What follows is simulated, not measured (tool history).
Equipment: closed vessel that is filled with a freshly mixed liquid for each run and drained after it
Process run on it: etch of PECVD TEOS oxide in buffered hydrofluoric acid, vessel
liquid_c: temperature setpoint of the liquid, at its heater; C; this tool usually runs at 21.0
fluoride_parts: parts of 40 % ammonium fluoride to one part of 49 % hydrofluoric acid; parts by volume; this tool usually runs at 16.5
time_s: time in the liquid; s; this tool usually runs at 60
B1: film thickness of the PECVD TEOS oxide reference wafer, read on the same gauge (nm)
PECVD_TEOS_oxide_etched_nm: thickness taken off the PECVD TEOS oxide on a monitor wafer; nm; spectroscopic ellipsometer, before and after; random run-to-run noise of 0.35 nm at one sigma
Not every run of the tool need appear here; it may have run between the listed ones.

run 1 day=0.000 | liquid_c=21.0 fluoride_parts=16.5 time_s=60 | B1=40.02 | PECVD_TEOS_oxide_etched_nm=57.57
run 2 day=2.925 | liquid_c=21.0 fluoride_parts=16.5 time_s=60 | B1=40.04 | PECVD_TEOS_oxide_etched_nm=57.47
run 3 day=4.100 | liquid_c=21.0 fluoride_parts=16.5 time_s=60 | B1=40.02 | PECVD_TEOS_oxide_etched_nm=57.61
-- day=5.104 gauge calibrated
run 4 day=6.817 | liquid_c=21.0 fluoride_parts=16.5 time_s=60 | B1=40.01 | PECVD_TEOS_oxide_etched_nm=57.91
run 5 day=7.971 | liquid_c=21.0 fluoride_parts=16.5 time_s=60 | B1=40.00 | PECVD_TEOS_oxide_etched_nm=57.77
run 6 day=10.746 | liquid_c=21.0 fluoride_parts=16.5 time_s=60 | B1=40.04 | PECVD_TEOS_oxide_etched_nm=58.57
run 7 day=12.183 | liquid_c=21.0 fluoride_parts=16.5 time_s=60 | B1=40.01 | PECVD_TEOS_oxide_etched_nm=58.15
-- day=13.329 hydrofluoric acid flow meter replaced
run 8 day=14.738 | liquid_c=21.0 fluoride_parts=16.5 time_s=60 | B1=40.00 | PECVD_TEOS_oxide_etched_nm=54.63
-- day=17.592 thermometer replaced
run 9 day=17.638 | liquid_c=21.0 fluoride_parts=20.5 time_s=70 | B1=40.00 | PECVD_TEOS_oxide_etched_nm=60.08
run 10 day=18.908 | liquid_c=21.0 fluoride_parts=16.5 time_s=60 | B1=39.96 | PECVD_TEOS_oxide_etched_nm=64.65
run 11 day=21.058 | liquid_c=25.5 fluoride_parts=16.5 time_s=35 | B1=40.00 | PECVD_TEOS_oxide_etched_nm=48.79
run 12 day=22.692 | liquid_c=21.0 fluoride_parts=10.5 time_s=60 | B1=40.03 | PECVD_TEOS_oxide_etched_nm=101.75
-- day=22.762 gauge calibrated
run 13 day=25.379 | liquid_c=21.0 fluoride_parts=10.5 time_s=85 | B1=39.99 | PECVD_TEOS_oxide_etched_nm=143.66
run 14 day=26.425 | liquid_c=21.0 fluoride_parts=13.0 time_s=45 | B1=39.99 | PECVD_TEOS_oxide_etched_nm=61.42
run 15 day=28.362 | liquid_c=24.5 fluoride_parts=13.5 time_s=85 | B1=40.03 | PECVD_TEOS_oxide_etched_nm=137.67
run 16 day=29.671 | liquid_c=21.0 fluoride_parts=13.0 time_s=60 | B1=40.01 | PECVD_TEOS_oxide_etched_nm=82.83

Here are 4 independent what-if runs from the current tool condition. What would each one return?
run A day=29.700 | liquid_c=21.0 fluoride_parts=16.5 time_s=60 | B1=? | PECVD_TEOS_oxide_etched_nm=?
run B day=29.700 | liquid_c=21.0 fluoride_parts=16.5 time_s=35 | B1=? | PECVD_TEOS_oxide_etched_nm=?
run C day=29.700 | liquid_c=17.0 fluoride_parts=22.5 time_s=60 | B1=? | PECVD_TEOS_oxide_etched_nm=?
run D day=29.700 | liquid_c=18.5 fluoride_parts=10.5 time_s=40 | B1=? | PECVD_TEOS_oxide_etched_nm=?

run=A B1=39.98 PECVD_TEOS_oxide_etched_nm=65.55
run=B B1=39.98 PECVD_TEOS_oxide_etched_nm=38.24
run=C B1=39.98 PECVD_TEOS_oxide_etched_nm=39.31
run=D B1=39.98 PECVD_TEOS_oxide_etched_nm=59.11
The same runs, with their run-to-run variation unchanged, on a tool lacking any hidden condition would have given:
run=A PECVD_TEOS_oxide_etched_nm=64.14
run=B PECVD_TEOS_oxide_etched_nm=37.42
run=C PECVD_TEOS_oxide_etched_nm=39.01
run=D PECVD_TEOS_oxide_etched_nm=57.89
